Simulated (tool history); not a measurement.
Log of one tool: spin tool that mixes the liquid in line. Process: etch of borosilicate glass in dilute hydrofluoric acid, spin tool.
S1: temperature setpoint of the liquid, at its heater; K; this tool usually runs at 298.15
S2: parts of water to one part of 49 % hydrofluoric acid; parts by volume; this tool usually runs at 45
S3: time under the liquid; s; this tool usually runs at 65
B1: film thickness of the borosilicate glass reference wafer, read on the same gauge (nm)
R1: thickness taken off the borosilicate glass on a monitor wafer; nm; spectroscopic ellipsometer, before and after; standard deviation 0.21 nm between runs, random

run    hour      S1  S2   S3     B1     R1
  1       0  298.15  45   65  69.97   24.8
  2    41.8  298.15  45   65  70.01  25.04
  3    81.4  298.15  45   65  70.03  24.94
  4   113.2  298.15  45   65  70.02  25.05
      130.6  -- hydrofluoric acid flow meter replaced
  5   163.1  298.15  35   65  70.03  30.07
  6   231.1  298.15  35   65     70  29.94
  7   260.5  300.15  45   65     70   24.6
  8   291.2  300.15  45   65     70  24.74
  9   349.7  298.15  45   65  70.02  22.54
 10   406.6  298.15  45   65  69.98  22.72
 11   445.3  298.15  45   65  70.02  22.14
 12   480.7  301.65  55   55  69.98  17.44
 13   544.2  298.15  35   65  69.99  29.12
 14   570.1  298.15  65   65  69.97  15.04
      595.9  -- hydrofluoric acid flow meter replaced, repeated, since the last time left the tool worse
 15   673.5  298.15  25   45  69.96   34.1
 16   700.5  296.15  30   50  69.99   28.6
 17   724.9  298.15  30   90  69.98  56.01
 18   761.1  295.65  45   65  70.01  23.74
 19   825.6  296.15  30   35     70  19.88
        840  -- thermometer replaced
 20   878.3  296.65  45   65  70.01  24.64
 21   920.4  298.15  45   85  69.99   33.5
      943.1  -- gauge calibrated
 22   991.2  298.15  45   65  69.95  26.09
 23  1045.2  298.15  45   65  70.02  25.74
 24  1113.8  298.15  65   50     70  13.33
 25    1146  294.65  35   85  69.99  37.56
 26  1210.3  294.65  40   65  69.99  25.53
 27  1275.2  298.15  45   65     70  25.81
 28  1342.3  293.65  45  105  69.99  34.65
 29  1403.4  298.15  45   65  69.98  25.65
 30  1446.9  298.15  45   45     70  17.62
 31  1482.7  298.15  45   95  69.98  36.99
 32  1548.6  298.15  45   65  69.97  25.22

5 options for the next run, each taken on its own from the tool as it stands now. Forecast them:
  A  1549  298.15  45   40   ?   ?
  B  1549  298.15  30   40   ?   ?
  C  1549  302.15  65  100   ?   ?
  D  1549  301.65  65   65   ?   ?
  E  1549  293.65  45   65   ?   ?

run     B1     R1
  A  69.96  15.34
  B  69.96  23.52
  C  69.96  30.22
  D  69.96  19.27
  E  69.96  20.67
With the hidden condition removed and each run's random variation left untouched, the same runs would have given:
run     R1
  A  16.35
  B  25.03
  C  32.27
  D  20.57
  E  22.01

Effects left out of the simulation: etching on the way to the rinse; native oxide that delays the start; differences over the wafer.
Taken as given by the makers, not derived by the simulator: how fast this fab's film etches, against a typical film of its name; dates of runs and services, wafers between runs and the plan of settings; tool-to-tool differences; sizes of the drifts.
